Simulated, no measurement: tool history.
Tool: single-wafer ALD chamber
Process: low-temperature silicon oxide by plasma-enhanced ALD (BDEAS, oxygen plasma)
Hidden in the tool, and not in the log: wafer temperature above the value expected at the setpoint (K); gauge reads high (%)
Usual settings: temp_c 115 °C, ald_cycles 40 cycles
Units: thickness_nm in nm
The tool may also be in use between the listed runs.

run,hour,temp_c,ald_cycles,wafers since the last listed run,hours since the last thermocouple change,hours since the gauge calibration,"read-back reference wafer on the same gauge, thickness_nm",thickness_nm
1,0,115,40,0,1551.2,302.6,6.552,5.74
2,62.8,115,40,587,1614,365.4,6.535,5.775
3,95.2,115,40,302,1646.4,397.8,6.529,5.731
4,115.1,115,40,186,1666.3,417.7,6.523,5.764
5,128.9,115,40,129,1680.1,431.5,6.52,5.746
6,152.1,103,46,216,1703.3,454.7,6.522,6.794
7,167.9,103,46,147,1719.1,470.5,6.517,6.767
8,196,103,46,262,1747.2,498.6,6.512,6.765
9,230.3,115,40,320,1781.5,532.9,6.506,5.736
10,245.6,115,40,143,1796.8,548.2,6.497,5.726
# hour 269.5: thermocouple changed; heater temperature recalibrated
11,269.9,115,40,152,0.4,572.5,6.497,5.722
12,302.5,115,40,304,33,605.1,6.488,5.695
13,327.2,115,40,230,57.7,629.8,6.482,5.735
14,340.8,115,40,127,71.3,643.4,6.483,5.723
# hour 368.7: gauge calibrated
15,374.5,115,37,315,105,5.8,6.631,5.41
16,405.8,115,37,292,136.3,37.1,6.624,5.397
17,420.4,115,40,136,150.9,51.7,6.621,5.854
18,453.7,106,35,311,184.2,85,6.613,5.167
19,485.2,103,47,294,215.7,116.5,6.602,6.989

The next listed run, before its measurement:
20,505.5,115,48,189,236,136.8,?,?

Run 20 gave read-back reference wafer on the same gauge, thickness_nm 6.605, thickness_nm 6.966 nm.
Without the tool's hidden state the same run would have given thickness_nm 6.976 nm.
